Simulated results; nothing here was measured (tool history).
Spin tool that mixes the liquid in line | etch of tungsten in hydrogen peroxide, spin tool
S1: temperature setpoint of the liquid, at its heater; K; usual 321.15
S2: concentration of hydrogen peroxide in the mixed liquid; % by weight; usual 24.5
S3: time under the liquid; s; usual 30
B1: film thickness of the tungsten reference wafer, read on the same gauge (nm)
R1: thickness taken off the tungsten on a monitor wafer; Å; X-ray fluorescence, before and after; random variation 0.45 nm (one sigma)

Run 1, hour 0: usual settings but S3 20 s; B1 59.97. Result: R1 364.3 Å.
Run 2, hour 15.3: usual settings; B1 60. Result: R1 553.1 Å.
Run 3, hour 29.9: usual settings; B1 60.04. Result: R1 545.7 Å.
Run 4, hour 43.4: usual settings; B1 59.99. Result: R1 541.9 Å.
Run 5, hour 50.9: usual settings but S3 15 s; B1 59.99. Result: R1 275.3 Å.
Run 6, hour 89: usual settings but S2 30 % by weight, S3 15 s; B1 60.04. Result: R1 303.9 Å.
At hour 92.9: gauge calibrated.
At hour 95.8: peroxide flow meter replaced.
At hour 96.7: thermometer replaced.
At hour 104.3: new drum of peroxide connected.
Run 7, hour 104.8: usual settings but S1 313.65 K, S2 21 % by weight, S3 20 s; B1 59.98. Result: R1 227.3 Å.
Run 8, hour 115.1: usual settings but S1 327.65 K, S2 17 % by weight, S3 40 s; B1 60.01. Result: R1 953.5 Å.
Run 9, hour 129.5: usual settings but S1 313.15 K; B1 60. Result: R1 357.7 Å.
Run 10, hour 144.3: usual settings but S1 312.15 K, S2 30 % by weight; B1 60.04. Result: R1 364.4 Å.
Run 11, hour 165.2: usual settings but S1 314.65 K, S2 22 % by weight, S3 15 s; B1 60.01. Result: R1 188.7 Å.
Run 12, hour 175.4: usual settings but S1 315.65 K, S2 20 % by weight, S3 45 s; B1 60.01. Result: R1 572.3 Å.
Run 13, hour 185.8: usual settings; B1 60.04. Result: R1 602.6 Å.
Run 14, hour 201.4: usual settings; B1 59.99. Result: R1 598 Å.
At hour 208.3: thermometer replaced, repeated, since the last time left the tool worse.
Run 15, hour 208.8: usual settings but S2 30 % by weight; B1 59.97. Result: R1 550.5 Å.
Run 16, hour 219.5: usual settings but S1 313.65 K, S2 17.5 % by weight, S3 20 s; B1 59.95. Result: R1 174.4 Å.
Run 17, hour 235: usual settings but S2 30 % by weight, S3 40 s; B1 60.01. Result: R1 736.2 Å.
Run 18, hour 248.1: usual settings but S1 323.65 K; B1 60. Result: R1 579.8 Å.
Run 19, hour 262: usual settings but S2 18 % by weight; B1 60.02. Result: R1 426.5 Å.
Run 20, hour 277.9: usual settings but S1 327.65 K, S3 20 s; B1 59.97. Result: R1 496.4 Å.
Run 21, hour 289.5: usual settings but S1 323.65 K; B1 59.97. Result: R1 582.4 Å.
Run 22, hour 301.7: usual settings but S1 315.15 K, S2 22 % by weight, S3 15 s; B1 60.02. Result: R1 163.4 Å.
Run 23, hour 311.9: usual settings but S2 27.5 % by weight; B1 60.01. Result: R1 536.6 Å.
Run 24, hour 323.4: usual settings but S1 323.65 K, S3 35 s; B1 59.99. Result: R1 688.2 Å.
Run 25, hour 337: usual settings but S1 323.65 K, S2 30 % by weight; B1 59.99. Result: R1 664.5 Å.

5 ways to go on from here, each from the tool as it stands after run 25. What would each give?
Run A, hour 337.4: usual settings; B1 ?. Result: R1 ?.
Run B, hour 337.4: usual settings but S2 29 % by weight, S3 40 s; B1 ?. Result: R1 ?.
Run C, hour 337.4: usual settings but S3 45 s; B1 ?. Result: R1 ?.
Run D, hour 337.4: usual settings but S1 330.65 K; B1 ?. Result: R1 ?.
Run E, hour 337.4: usual settings but S2 29.5 % by weight; B1 ?. Result: R1 ?.

run  B1     R1
  A  60  501.6
  B  60  727.7
  C  60  752.4
  D  60  886.1
  E  60  550.4
Without the tool's hidden state the same runs would have given:
run     R1
  A    484
  B    702
  C  725.9
  D  856.6
  E  531.1
